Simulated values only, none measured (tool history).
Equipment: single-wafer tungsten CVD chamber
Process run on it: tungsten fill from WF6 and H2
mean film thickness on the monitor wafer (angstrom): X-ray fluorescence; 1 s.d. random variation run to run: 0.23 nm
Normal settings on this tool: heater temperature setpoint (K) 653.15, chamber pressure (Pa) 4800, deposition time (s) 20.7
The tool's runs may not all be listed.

run,hour,heater temperature setpoint (K),chamber pressure (Pa),deposition time (s),"read-back reference wafer on the same gauge, thickness_nm",mean film thickness on the monitor wafer (angstrom)
1,0,664.15,4800,20.7,45.194,546.95
2,57.5,664.15,4800,20.7,45.139,546.45
3,113.3,653.15,4800,20.7,45.216,429
4,138.8,653.15,4800,20.7,45.173,428.1
5,170.1,653.15,4800,20.7,45.152,427.52
6,216.8,653.15,4800,20.7,45.186,427.97
7,264.2,653.15,4800,20.7,45.246,427.33
8,335.9,653.15,4800,20.7,45.196,425.41
9,367.6,653.15,4173,20.7,45.218,413
10,407,653.15,4173,20.7,45.222,410.52
11,454.2,653.15,4800,22.5,45.23,467.36
12,516.8,656.15,4800,20.7,45.223,456.36
13,574.6,656.15,4800,20.7,45.222,455.35
14,613.1,653.15,4800,20.7,45.217,423.43
15,667.5,662.15,5680,20.7,45.185,548.23
16,729.1,662.15,5680,20.7,45.211,550.99
# hour 744.1: showerhead replaced
17,795.4,653.15,4800,19,45.195,390.65
18,856.5,660.15,4800,22.6,45.218,545.31
19,897.3,645.15,4800,20.7,45.21,351.44
# hour 914.8: gauge calibrated
20,940.5,648.15,4360,24.4,45.246,432.69
21,1011.3,664.15,4800,20.7,45.246,537.21
# hour 1071.5: thermocouple changed; heater temperature recalibrated
22,1077.4,643.15,3853,18.3,45.197,275.22
23,1103.3,653.15,5586,19.2,45.201,410.3
24,1134.4,653.15,4800,20.7,45.193,422.42
# hour 1162.5: capacitance manometer re-zeroed and calibrated
25,1179,653.15,4186,18.3,45.182,363.93
26,1247.8,649.15,4333,23.7,45.2,434.03
27,1281.2,653.15,4800,20.7,45.211,431.96
28,1337.5,659.15,5346,23.8,45.215,586.12
29,1373.5,644.15,3680,19.3,45.26,301.86
30,1406.3,639.15,4800,16.9,45.221,249.4
31,1463.3,653.15,4800,18.3,45.184,378.66
32,1501.8,664.15,4800,20.7,45.188,547.63
33,1542.1,653.15,4800,20.7,45.228,428.93
34,1603.9,643.15,4800,17.2,45.192,283.17
35,1632.6,653.15,3720,22.6,45.173,436.42

Some steps in mean film thickness on the monitor wafer (angstrom), run to run, broken into two amounts with sign: the step expected even without the hidden condition (settings, incoming material, random variation), and the rest, left for the hidden condition together with whatever gauge scatter is not in both the measured and the hidden-condition-free result:
Unlogged tool condition in this case: wafer temperature above the value expected at the setpoint (K); true pressure above the setpoint (%); gauge reads high (%).
Run 18 -> 19: heater temperature setpoint (K) 660.15 -> 645.15, deposition time (s) 22.6 -> 20.7. mean film thickness on the monitor wafer (angstrom) -193.87: hidden state +2.61, all else -196.48.
Run 21 -> 22: heater temperature setpoint (K) 664.15 -> 643.15, chamber pressure (Pa) 4800 -> 3853, deposition time (s) 20.7 -> 18.3, thermocouple changed; heater temperature recalibrated. mean film thickness on the monitor wafer (angstrom) -261.99: hidden state +4.41, all else -266.4.
Run 22 -> 23: heater temperature setpoint (K) 643.15 -> 653.15, chamber pressure (Pa) 3853 -> 5586, deposition time (s) 18.3 -> 19.2. mean film thickness on the monitor wafer (angstrom) +135.08: hidden state -2.93, all else +138.01.
Run 24 -> 25: chamber pressure (Pa) 4800 -> 4186, deposition time (s) 20.7 -> 18.3, capacitance manometer re-zeroed and calibrated. mean film thickness on the monitor wafer (angstrom) -58.49: hidden state +8.57, all else -67.06.
Run 28 -> 29: heater temperature setpoint (K) 659.15 -> 644.15, chamber pressure (Pa) 5346 -> 3680, deposition time (s) 23.8 -> 19.3. mean film thickness on the monitor wafer (angstrom) -284.26: hidden state +0.58, all else -284.84.
